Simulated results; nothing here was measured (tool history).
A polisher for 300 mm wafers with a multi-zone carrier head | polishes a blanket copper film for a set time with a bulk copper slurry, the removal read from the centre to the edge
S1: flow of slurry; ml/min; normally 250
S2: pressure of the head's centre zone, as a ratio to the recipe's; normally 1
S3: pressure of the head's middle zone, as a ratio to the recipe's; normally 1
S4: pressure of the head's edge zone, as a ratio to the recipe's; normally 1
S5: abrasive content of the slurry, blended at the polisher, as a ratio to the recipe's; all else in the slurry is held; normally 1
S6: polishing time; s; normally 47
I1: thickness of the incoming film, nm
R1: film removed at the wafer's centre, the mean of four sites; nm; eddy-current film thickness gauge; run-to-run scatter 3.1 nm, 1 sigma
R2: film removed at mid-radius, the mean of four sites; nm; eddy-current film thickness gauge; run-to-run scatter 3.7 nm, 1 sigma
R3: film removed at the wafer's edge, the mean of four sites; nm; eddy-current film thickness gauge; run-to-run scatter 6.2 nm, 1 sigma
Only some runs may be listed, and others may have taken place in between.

| run | day | S1 | S2 | S3 | S4 | S5 | S6 | I1 | R1 | R2 | R3 |
|---|---|---|---|---|---|---|---|---|---|---|---|
| 1 | 0 | 250 | 1 | 1 | 1.04 | 1 | 47 | 4373.1 | 459.3 | 455.6 | 484.4 |
| 2 | 1.238 | 250 | 1 | 1 | 1.04 | 1 | 47 | 4356.6 | 456.6 | 454 | 462 |
| 3 | 2.338 | 250 | 1 | 1 | 1.04 | 1 | 47 | 4363.1 | 448.5 | 441.7 | 466.5 |
|  | 3.017 | slurry nozzle cleaned |
| 4 | 6.638 | 250 | 1 | 1 | 1 | 1 | 47 | 4404.4 | 480.4 | 470 | 471 |
|  | 7.412 | worn pad replaced by a new one |
| 5 | 8.571 | 250 | 1 | 1 | 1 | 1 | 47 | 4352.2 | 482.8 | 473.4 | 473.5 |
| 6 | 10.425 | 250 | 1 | 1 | 1 | 1 | 47 | 4396.7 | 476.6 | 469.9 | 466.3 |
|  | 11.754 | edge zone pressure recalibrated |
| 7 | 13.396 | 250 | 1 | 1 | 1 | 1 | 47 | 4339.5 | 478.6 | 469.5 | 471.5 |
| 8 | 14.896 | 250 | 1 | 1 | 1 | 1 | 47 | 4297 | 473.3 | 472.1 | 480.9 |
|  | 15.942 | worn pad replaced by a new one |
| 9 | 17.383 | 250 | 1 | 1 | 1 | 1 | 47 | 4397.3 | 475.3 | 466.5 | 463.5 |
|  | 17.862 | centre zone pressure recalibrated |
| 10 | 19.188 | 250 | 1.07 | 1 | 1 | 1 | 47 | 4335.1 | 500.6 | 456.7 | 469.5 |
| 11 | 21.025 | 250 | 1.11 | 1 | 1 | 1 | 47 | 4367.7 | 504.2 | 453.6 | 462.2 |
| 12 | 22.183 | 250 | 1 | 0.89 | 0.88 | 1.15 | 47 | 4351.8 | 472.1 | 425.1 | 449.8 |
|  | 23.338 | worn pad replaced by a new one, of another model than before |
|  | 23.942 | slurry nozzle cleaned |
| 13 | 23.962 | 250 | 1 | 1 | 1 | 1 | 47 | 4350.1 | 478 | 460.5 | 468.2 |
| 14 | 25.817 | 250 | 1 | 1.04 | 1 | 1 | 39 | 4360.9 | 395.5 | 401.9 | 399.4 |
| 15 | 27.062 | 285 | 1 | 1 | 1 | 1 | 47 | 4390.3 | 493.9 | 475.2 | 490.5 |
|  | 27.329 | edge zone pressure recalibrated |
| 16 | 29.946 | 170 | 1 | 1.08 | 1.08 | 0.75 | 47 | 4348 | 345.7 | 373.6 | 397.7 |
|  | 30.733 | worn pad replaced by a new one |
| 17 | 30.958 | 250 | 1 | 1 | 1.04 | 1 | 47 | 4401.5 | 465 | 464.1 | 479.9 |
|  | 31.688 | carrier head's membrane replaced by a new one |
| 18 | 33.846 | 250 | 1 | 1 | 1 | 1 | 47 | 4288.1 | 462.9 | 458.4 | 466.7 |
| 19 | 36.067 | 250 | 1 | 1 | 1.11 | 1 | 47 | 4399.9 | 462.8 | 450.3 | 499.8 |
| 20 | 38.246 | 295 | 0.9 | 1.05 | 1 | 1.2 | 47 | 4367.6 | 446.2 | 514.9 | 510.8 |
|  | 38.788 | worn pad replaced by a new one |
| 21 | 40.917 | 250 | 1 | 1 | 0.92 | 1 | 40 | 4298.9 | 365.2 | 368.3 | 365.5 |

State the hidden condition of the tool at each of the runs:
removal rate lost through wear of the pad, %: 0 at every run
deviation of the centre zone's pressure from its setpoint, %: 0 at every run
deviation of the edge zone's pressure from its setpoint, %: 0 at every run
H1: slurry flow missing at the pad, %
| run | H1 |
|---|---|
| 1 | 26.4 |
| 2 | 29.9 |
| 3 | 33.2 |
| 4 | 3.22 |
| 5 | 4.47 |
| 6 | 6.17 |
| 7 | 9.9 |
| 8 | 12.3 |
| 9 | 16.9 |
| 10 | 20.8 |
| 11 | 25.2 |
| 12 | 28.2 |
| 13 | 4.6 |
| 14 | 4.85 |
| 15 | 5.29 |
| 16 | 7.14 |
| 17 | 8.08 |
| 18 | 11.5 |
| 19 | 15 |
| 20 | 19 |
| 21 | 25 |

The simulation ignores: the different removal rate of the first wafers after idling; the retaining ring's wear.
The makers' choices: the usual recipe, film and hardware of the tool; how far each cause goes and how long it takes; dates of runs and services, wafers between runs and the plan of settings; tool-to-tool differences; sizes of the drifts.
